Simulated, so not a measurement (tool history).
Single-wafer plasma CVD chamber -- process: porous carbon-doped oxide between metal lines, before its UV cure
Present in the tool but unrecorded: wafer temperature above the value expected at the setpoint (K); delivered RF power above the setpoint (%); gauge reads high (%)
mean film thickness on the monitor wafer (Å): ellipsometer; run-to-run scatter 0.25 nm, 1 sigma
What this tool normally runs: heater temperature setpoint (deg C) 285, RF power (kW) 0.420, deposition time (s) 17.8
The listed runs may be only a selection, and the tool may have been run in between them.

run	day	heater temperature setpoint (deg C)	RF power (kW)	deposition time (s)	wafers since the last listed run	hours since the last thermocouple change	hours since the last RF generator calibration	hours since the showerhead was replaced	hours since the gauge calibration	read-back reference wafer on the same gauge, thickness_nm	mean film thickness on the monitor wafer (Å)
1	0.000	285	0.420	17.8	0	2173.9	725.8	2701.8	359.2	101.117	917.44
2	2.008	285	0.420	17.8	1295	2222.1	774.0	2750.0	407.4	101.272	916.43
3	4.467	297	0.420	17.8	1586	2281.1	833.0	2809.0	466.4	101.247	839.98
4	5.896	297	0.420	17.8	922	2315.4	867.3	2843.3	500.7	101.118	842.84
5	7.562	297	0.420	17.8	1075	2355.4	907.3	2883.3	540.7	101.289	835.07
6	9.383	289	0.485	17.8	1174	2399.1	951.0	2927.0	584.4	101.152	1006.98
7	10.471	289	0.485	17.8	701	2425.2	977.1	2953.1	610.5	101.268	1008.25
8	13.254	277	0.420	19.0	1796	2492.0	1043.9	3019.9	677.3	101.211	1027.96
9	15.267	277	0.420	19.0	1298	2540.3	1092.2	3068.2	725.6	101.209	1027.11
10	18.050	285	0.420	17.8	1796	2607.1	1159.0	3135.0	792.4	101.186	909.19
11	19.200	285	0.420	17.8	742	2634.7	1186.6	3162.6	820.0	101.034	908.33
12	21.667	285	0.420	17.8	1591	2693.9	1245.8	3221.8	879.2	101.189	907.41
13	23.292	285	0.420	17.8	1048	2732.9	1284.8	3260.8	918.2	101.228	909.95
14	24.688	285	0.420	17.8	900	2766.4	1318.3	3294.3	951.7	101.225	908.26
15	27.004	285	0.420	17.8	1494	2822.0	1373.9	3349.9	1007.3	101.110	908.89
16	28.067	285	0.420	17.8	685	2847.5	1399.4	3375.4	1032.8	101.251	906.52
# day 28.788: thermocouple changed; heater temperature recalibrated
17	29.596	285	0.420	19.7	771	19.4	1436.1	3412.1	1069.5	101.276	995.10
18	31.146	285	0.420	17.8	1000	56.6	1473.3	3449.3	1106.7	101.252	906.49
# day 33.154: gauge calibrated
19	33.575	298	0.390	19.4	1567	114.9	1531.6	3507.6	10.1	101.287	837.92
# day 34.579: RF generator calibrated
20	35.888	285	0.355	16.4	1277	170.4	31.4	3563.1	65.6	101.087	720.49
# day 37.808: showerhead replaced
21	38.317	293	0.340	17.8	1352	228.7	89.7	12.2	123.9	101.138	702.64
22	40.117	285	0.420	18.8	1161	271.9	132.9	55.4	167.1	101.258	970.44
23	42.233	285	0.455	17.8	1365	322.7	183.7	106.2	217.9	101.130	989.59
24	43.504	285	0.420	17.8	820	353.2	214.2	136.7	248.4	101.332	920.53
25	46.250	292	0.465	21.1	1771	419.1	280.1	202.6	314.3	101.284	1128.68
26	47.375	285	0.360	17.8	725	446.1	307.1	229.6	341.3	101.229	784.85
27	51.471	285	0.485	15.8	2642	544.4	405.4	327.9	439.6	101.213	924.96
28	54.096	285	0.460	18.8	1693	607.4	468.4	390.9	502.6	101.255	1049.47
29	56.754	285	0.420	15.7	1715	671.2	532.2	454.7	566.4	101.179	811.29
30	58.967	300	0.420	18.8	1427	724.3	585.3	507.8	619.5	101.100	871.49
31	60.996	300	0.465	16.3	1309	773.0	634.0	556.5	668.2	101.265	832.60
32	62.583	300	0.465	16.3	1024	811.1	672.1	594.6	706.3	101.121	829.68
33	65.575	271	0.385	17.8	1930	882.9	743.9	666.4	778.1	101.145	932.21

Forecast each of these 3 alternatives for the next run:
A	65.592	285	0.420	15.0	10	883.3	744.3	666.8	778.5	?	?
B	65.592	271	0.370	14.7	10	883.3	744.3	666.8	778.5	?	?
C	65.592	275	0.420	20.8	10	883.3	744.3	666.8	778.5	?	?

run	read-back reference wafer on the same gauge, thickness_nm	mean film thickness on the monitor wafer (Å)
A	101.099	771.99
B	101.099	740.31
C	101.099	1137.85
Without the tool's hidden state the same runs would have given:
run	mean film thickness on the monitor wafer (Å)
A	777.19
B	745.47
C	1145.51
